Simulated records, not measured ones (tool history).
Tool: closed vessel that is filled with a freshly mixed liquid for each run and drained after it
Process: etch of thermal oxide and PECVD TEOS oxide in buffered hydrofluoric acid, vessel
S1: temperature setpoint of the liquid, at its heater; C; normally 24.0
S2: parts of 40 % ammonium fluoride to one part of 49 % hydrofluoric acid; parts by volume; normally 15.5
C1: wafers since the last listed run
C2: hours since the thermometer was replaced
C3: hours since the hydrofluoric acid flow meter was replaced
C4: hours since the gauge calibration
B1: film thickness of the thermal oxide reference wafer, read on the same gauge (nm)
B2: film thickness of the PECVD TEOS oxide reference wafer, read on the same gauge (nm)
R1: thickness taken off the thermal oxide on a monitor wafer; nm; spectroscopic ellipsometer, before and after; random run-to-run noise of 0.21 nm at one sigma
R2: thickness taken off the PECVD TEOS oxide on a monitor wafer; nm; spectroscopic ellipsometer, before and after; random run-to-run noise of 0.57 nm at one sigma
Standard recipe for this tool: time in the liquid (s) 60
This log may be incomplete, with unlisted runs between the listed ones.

run 1 day=0.000 | S1=24.0 S2=15.5 time_in_the_liquid_(s)=60 | C1=0 C2=9.6 C3=1204.3 C4=650.3 | B1=150.00 B2=50.07 | R1=44.11 R2=99.73
run 2 day=1.092 | S1=26.0 S2=15.5 time_in_the_liquid_(s)=40 | C1=1721 C2=35.8 C3=1230.5 C4=676.5 | B1=150.05 B2=49.99 | R1=32.58 R2=73.35
run 3 day=2.204 | S1=26.0 S2=15.5 time_in_the_liquid_(s)=40 | C1=1754 C2=62.5 C3=1257.2 C4=703.2 | B1=150.00 B2=50.07 | R1=32.44 R2=74.20
run 4 day=2.950 | S1=24.0 S2=15.5 time_in_the_liquid_(s)=60 | C1=1176 C2=80.4 C3=1275.1 C4=721.1 | B1=149.99 B2=50.02 | R1=44.00 R2=100.20
run 5 day=3.808 | S1=24.0 S2=15.5 time_in_the_liquid_(s)=60 | C1=1353 C2=101.0 C3=1295.7 C4=741.7 | B1=150.01 B2=50.02 | R1=43.69 R2=100.29
run 6 day=5.125 | S1=24.0 S2=15.5 time_in_the_liquid_(s)=60 | C1=2076 C2=132.6 C3=1327.3 C4=773.3 | B1=150.05 B2=50.01 | R1=43.93 R2=101.47
run 7 day=6.012 | S1=24.0 S2=15.5 time_in_the_liquid_(s)=60 | C1=1399 C2=153.9 C3=1348.6 C4=794.6 | B1=150.01 B2=50.04 | R1=44.06 R2=101.13
run 8 day=7.129 | S1=24.0 S2=20.0 time_in_the_liquid_(s)=60 | C1=1760 C2=180.7 C3=1375.4 C4=821.4 | B1=150.02 B2=49.99 | R1=34.38 R2=77.83
run 9 day=7.875 | S1=20.0 S2=11.5 time_in_the_liquid_(s)=30 | C1=1176 C2=198.6 C3=1393.3 C4=839.3 | B1=150.01 B2=49.99 | R1=23.84 R2=53.70
run 10 day=10.417 | S1=24.0 S2=15.5 time_in_the_liquid_(s)=60 | C1=4007 C2=259.6 C3=1454.3 C4=900.3 | B1=149.97 B2=50.01 | R1=44.59 R2=101.16
-- day=11.267 hydrofluoric acid flow meter replaced
run 11 day=11.696 | S1=24.0 S2=15.5 time_in_the_liquid_(s)=60 | C1=1951 C2=290.3 C3=10.3 C4=931.0 | B1=150.01 B2=50.04 | R1=44.43 R2=100.36
run 12 day=12.525 | S1=21.0 S2=20.5 time_in_the_liquid_(s)=60 | C1=1307 C2=310.2 C3=30.2 C4=950.9 | B1=150.02 B2=49.98 | R1=28.74 R2=65.93
run 13 day=13.304 | S1=24.0 S2=15.5 time_in_the_liquid_(s)=60 | C1=1228 C2=328.9 C3=48.9 C4=969.6 | B1=149.98 B2=50.03 | R1=44.93 R2=101.17
run 14 day=14.725 | S1=28.0 S2=17.0 time_in_the_liquid_(s)=75 | C1=2240 C2=363.0 C3=83.0 C4=1003.7 | B1=149.94 B2=49.96 | R1=63.15 R2=144.70
run 15 day=15.617 | S1=20.5 S2=15.5 time_in_the_liquid_(s)=60 | C1=1405 C2=384.4 C3=104.4 C4=1025.1 | B1=149.97 B2=49.97 | R1=36.48 R2=84.96
run 16 day=16.200 | S1=24.0 S2=15.5 time_in_the_liquid_(s)=85 | C1=919 C2=398.4 C3=118.4 C4=1039.1 | B1=150.02 B2=49.95 | R1=63.17 R2=144.03
run 17 day=16.712 | S1=20.0 S2=19.0 time_in_the_liquid_(s)=30 | C1=808 C2=410.7 C3=130.7 C4=1051.4 | B1=150.03 B2=50.04 | R1=14.68 R2=33.28
-- day=16.817 gauge calibrated
run 18 day=17.458 | S1=24.0 S2=15.5 time_in_the_liquid_(s)=30 | C1=1176 C2=428.6 C3=148.6 C4=15.4 | B1=149.99 B2=49.98 | R1=22.26 R2=51.03
run 19 day=18.379 | S1=24.0 S2=15.5 time_in_the_liquid_(s)=60 | C1=1451 C2=450.7 C3=170.7 C4=37.5 | B1=149.98 B2=50.01 | R1=44.73 R2=102.43
run 20 day=19.104 | S1=24.0 S2=15.5 time_in_the_liquid_(s)=60 | C1=1143 C2=468.1 C3=188.1 C4=54.9 | B1=150.01 B2=50.00 | R1=44.57 R2=103.84
run 21 day=20.125 | S1=27.0 S2=19.0 time_in_the_liquid_(s)=60 | C1=1609 C2=492.6 C3=212.6 C4=79.4 | B1=149.97 B2=49.99 | R1=43.40 R2=97.93
run 22 day=20.946 | S1=24.0 S2=15.5 time_in_the_liquid_(s)=60 | C1=1294 C2=512.3 C3=232.3 C4=99.1 | B1=150.04 B2=50.00 | R1=45.13 R2=102.52
run 23 day=22.200 | S1=19.5 S2=15.5 time_in_the_liquid_(s)=35 | C1=1977 C2=542.4 C3=262.4 C4=129.2 | B1=150.01 B2=49.98 | R1=20.36 R2=46.39

The next listed run, before its measurement:
run 24 day=26.108 | S1=29.0 S2=15.5 time_in_the_liquid_(s)=60 | C1=6162 C2=636.2 C3=356.2 C4=223.0 | B1=? B2=? | R1=? R2=?

{"run 24": {"B1": 150.0, "B2": 49.98, "R1": 59.17, "R2": 135.82}}
Without the tool's hidden state the same run would have given R1 56.60 nm, R2 129.93 nm.
